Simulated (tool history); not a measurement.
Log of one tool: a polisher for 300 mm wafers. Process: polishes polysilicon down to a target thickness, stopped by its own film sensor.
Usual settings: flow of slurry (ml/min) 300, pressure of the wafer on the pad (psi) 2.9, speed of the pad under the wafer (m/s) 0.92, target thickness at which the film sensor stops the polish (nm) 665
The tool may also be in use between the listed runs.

run	day	flow of slurry (ml/min)	pressure of the wafer on the pad (psi)	speed of the pad under the wafer (m/s)	target thickness at which the film sensor stops the polish (nm)	incoming thickness of the incoming film, nm	time until the film sensor stopped the polish (s)
1	0	300	2.9	0.92	665	1151.3	73.3
2	2.612	300	2.9	0.92	665	1183	81.1
# day 3.15: worn pad replaced by a new one
3	4.65	300	2.9	0.92	665	1147.1	70.5
4	7.092	300	2.9	1.06	736	1175.8	59.2
5	8.629	300	2.9	1.06	736	1163.6	59.6
# day 8.838: worn pad replaced by a new one
# day 8.992: slurry nozzle cleaned
6	11.112	300	2.9	0.92	665	1138.7	69.3
7	12.25	335	2.5	0.92	665	1146.4	81.6
# day 14.088: worn pad replaced by a new one
8	14.95	215	3.2	1.22	750	1180.2	47
9	17.083	205	2.9	0.92	771	1141.4	57.8
10	18.488	345	2	0.92	665	1172.8	110.1
# day 18.6: head pressure recalibrated
# day 19.192: worn pad replaced by a new one
11	20.158	300	2.9	0.92	665	1164	73.7
12	21.188	300	2.9	0.92	665	1160	73.5
13	23.154	300	2.9	0.92	806	1153.1	52.5

Run 14 comes next. What will it give?
14	24.2	300	2.9	0.82	665	1171.7	?

time until the film sensor stopped the polish (s): 88
Without the tool's hidden state the same run would have given time until the film sensor stopped the polish (s) 80.7.
